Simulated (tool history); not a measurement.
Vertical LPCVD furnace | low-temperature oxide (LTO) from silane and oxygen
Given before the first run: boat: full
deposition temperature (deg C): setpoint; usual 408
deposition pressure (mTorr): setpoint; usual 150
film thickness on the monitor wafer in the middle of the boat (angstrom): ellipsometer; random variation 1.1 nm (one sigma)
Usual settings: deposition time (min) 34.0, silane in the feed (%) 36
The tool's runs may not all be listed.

run,day,deposition temperature (deg C),deposition pressure (mTorr),deposition time (min),silane in the feed (%),wafers since the last listed run,hours since the last temperature calibration,hours since the pressure gauge was zeroed,hours since the silane flow controller was replaced,hours since the gauge calibration,"read-back reference wafer on the same gauge, thickness",film thickness on the monitor wafer in the middle of the boat (angstrom)
1,0.000,408,150,34.0,36,0,4723.7,2722.3,4189.4,1206.5,199.84,2033.2
2,3.092,408,150,34.0,36,796,4797.9,2796.5,4263.6,1280.7,199.84,2030.3
3,5.662,408,150,34.0,36,662,4859.6,2858.2,4325.3,1342.4,199.72,2044.1
4,9.071,408,150,34.0,33,878,4941.4,2940.0,4407.1,1424.2,199.55,1816.8
5,18.692,408,150,34.0,33,2479,5172.3,3170.9,4638.0,1655.1,200.19,1810.5
# day 19.742: silane flow controller replaced
6,22.021,408,150,34.0,36,600,5252.2,3250.8,54.7,1735.0,200.05,2024.8
7,24.767,408,150,34.0,36,707,5318.1,3316.7,120.6,1800.9,200.08,2048.4
# day 27.738: thermocouples replaced and temperature profile calibrated
8,29.250,408,150,34.0,36,897,36.3,3424.3,228.2,1908.5,200.34,2007.3
9,33.675,408,150,34.0,36,1140,142.5,3530.5,334.4,2014.7,200.20,2057.4
10,35.875,408,150,34.0,36,566,195.3,3583.3,387.2,2067.5,199.77,2017.0
# day 38.892: pressure gauge zeroed
11,40.104,408,150,34.0,36,832,296.8,29.1,488.7,2169.0,200.08,2051.2
12,42.088,408,150,34.0,36,511,344.4,76.7,536.3,2216.6,200.17,2063.0
13,44.104,408,150,34.0,32,519,392.8,125.1,584.7,2265.0,200.00,1742.2
# day 44.867: gauge calibrated
14,48.342,408,170,34.0,40,1091,494.5,226.8,686.4,83.4,200.06,2615.3
15,50.996,403,150,42.5,36,683,558.2,290.5,750.1,147.1,200.03,2399.7
16,54.800,408,150,25.0,36,980,649.5,381.8,841.4,238.4,199.87,1484.9
17,59.204,408,150,34.0,36,1134,755.2,487.5,947.1,344.1,199.87,2032.0
18,62.571,408,150,42.5,36,867,836.0,568.3,1027.9,424.9,200.04,2549.4
19,66.738,408,150,34.0,36,1073,936.0,668.3,1127.9,524.9,199.77,2051.9
20,69.442,408,120,34.0,36,696,1000.9,733.2,1192.8,589.8,200.20,1627.3
21,73.129,397,180,42.0,41,950,1089.4,821.7,1281.3,678.3,200.28,3123.5
22,75.621,408,130,39.0,36,642,1149.2,881.5,1341.1,738.1,200.07,2029.5
23,77.883,408,150,34.0,36,583,1203.5,935.8,1395.4,792.4,200.00,2026.7
24,82.262,408,180,25.5,36,1128,1308.6,1040.9,1500.5,897.5,199.73,1835.5
25,85.508,408,125,34.0,36,836,1386.5,1118.8,1578.4,975.4,199.74,1709.5
26,89.625,412,140,47.0,41,1060,1485.3,1217.6,1677.2,1074.2,200.24,3204.6
27,93.117,399,150,29.5,36,899,1569.1,1301.4,1761.0,1158.0,200.06,1605.3
28,96.521,408,150,34.0,36,877,1650.8,1383.1,1842.7,1239.7,200.05,2041.1
29,100.354,408,170,24.5,36,987,1742.8,1475.1,1934.7,1331.7,199.89,1660.6
30,104.262,408,160,34.0,36,1007,1836.6,1568.9,2028.5,1425.5,200.09,2195.1
31,106.650,405,120,24.0,34,615,1893.9,1626.2,2085.8,1482.8,199.88,1031.5
32,110.392,414,175,34.0,41,964,1983.7,1716.0,2175.6,1572.6,200.45,2978.6

Hidden condition of the tool, last listed run before each entry between runs versus first listed run after:
Between runs 5 and 6: silane flow controller replaced (day 19.742)
  no difference in the tool's unlogged condition between these two runs
Between runs 7 and 8: thermocouples replaced and temperature profile calibrated (day 27.738)
  no difference in the tool's unlogged condition between these two runs
Between runs 10 and 11: pressure gauge zeroed (day 38.892)
  no difference in the tool's unlogged condition between these two runs
Between runs 13 and 14: gauge calibrated (day 44.867)
  no difference in the tool's unlogged condition between these two runs

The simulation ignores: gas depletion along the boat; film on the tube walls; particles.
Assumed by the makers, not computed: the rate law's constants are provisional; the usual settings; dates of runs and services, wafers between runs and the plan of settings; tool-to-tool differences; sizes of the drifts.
